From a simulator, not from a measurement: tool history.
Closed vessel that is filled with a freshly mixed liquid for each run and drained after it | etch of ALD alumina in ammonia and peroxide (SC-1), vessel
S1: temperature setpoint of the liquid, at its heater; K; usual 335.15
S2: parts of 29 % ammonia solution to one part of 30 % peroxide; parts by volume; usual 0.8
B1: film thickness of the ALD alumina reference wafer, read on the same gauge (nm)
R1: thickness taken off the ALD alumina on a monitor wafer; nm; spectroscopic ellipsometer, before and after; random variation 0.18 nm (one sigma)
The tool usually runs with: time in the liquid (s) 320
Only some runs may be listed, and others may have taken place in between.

run 1 hour=0 | S1=335.15 S2=0.95 time_in_the_liquid_(s)=320 | B1=49.99 | R1=22.29
run 2 hour=71.2 | S1=335.15 S2=0.95 time_in_the_liquid_(s)=320 | B1=50 | R1=22.03
run 3 hour=113.3 | S1=335.15 S2=0.8 time_in_the_liquid_(s)=320 | B1=49.99 | R1=21.55
run 4 hour=166.8 | S1=328.15 S2=0.8 time_in_the_liquid_(s)=320 | B1=49.98 | R1=14.7
run 5 hour=201.9 | S1=328.15 S2=0.8 time_in_the_liquid_(s)=320 | B1=50.01 | R1=14.89
run 6 hour=245 | S1=335.15 S2=0.8 time_in_the_liquid_(s)=320 | B1=49.99 | R1=21.25
run 7 hour=286.1 | S1=335.15 S2=0.8 time_in_the_liquid_(s)=320 | B1=50.01 | R1=21.13
run 8 hour=351.2 | S1=335.15 S2=0.8 time_in_the_liquid_(s)=320 | B1=49.99 | R1=20.98
run 9 hour=394.5 | S1=340.65 S2=0.8 time_in_the_liquid_(s)=320 | B1=50.01 | R1=27.33
-- hour=402 new drum of ammonia solution connected
run 10 hour=450.8 | S1=340.15 S2=0.55 time_in_the_liquid_(s)=235 | B1=49.99 | R1=19.3
run 11 hour=510.5 | S1=335.15 S2=0.8 time_in_the_liquid_(s)=320 | B1=50.03 | R1=20.63
-- hour=537.8 ammonia flow meter replaced
run 12 hour=564.1 | S1=343.15 S2=1.15 time_in_the_liquid_(s)=260 | B1=49.99 | R1=25.74
-- hour=604.2 gauge calibrated
run 13 hour=634.9 | S1=330.65 S2=0.5 time_in_the_liquid_(s)=320 | B1=49.98 | R1=15.49
-- hour=645.7 thermometer replaced
run 14 hour=664.4 | S1=335.15 S2=0.8 time_in_the_liquid_(s)=320 | B1=50.01 | R1=22.81
run 15 hour=695.7 | S1=335.15 S2=0.8 time_in_the_liquid_(s)=170 | B1=50 | R1=12.18
run 16 hour=742.3 | S1=330.15 S2=1.05 time_in_the_liquid_(s)=135 | B1=50 | R1=7.49
run 17 hour=781.2 | S1=332.15 S2=1.1 time_in_the_liquid_(s)=465 | B1=49.99 | R1=29.35
run 18 hour=849.1 | S1=325.65 S2=0.8 time_in_the_liquid_(s)=505 | B1=50.02 | R1=21.39

Branching from run 18: 4 alternative next runs. What would each branch give?
run A hour=849.8 | S1=335.15 S2=0.8 time_in_the_liquid_(s)=320 | B1=? | R1=?
run B hour=849.8 | S1=335.15 S2=0.4 time_in_the_liquid_(s)=320 | B1=? | R1=?
run C hour=849.8 | S1=335.15 S2=0.8 time_in_the_liquid_(s)=370 | B1=? | R1=?
run D hour=849.8 | S1=330.65 S2=0.95 time_in_the_liquid_(s)=320 | B1=? | R1=?

run=A B1=49.99 R1=22.13
run=B B1=49.99 R1=20.73
run=C B1=49.99 R1=25.59
run=D B1=49.99 R1=17.83
What these runs would have given with no unlogged condition in the tool:
run=A R1=22.93
run=B R1=21.48
run=C R1=26.51
run=D R1=18.49
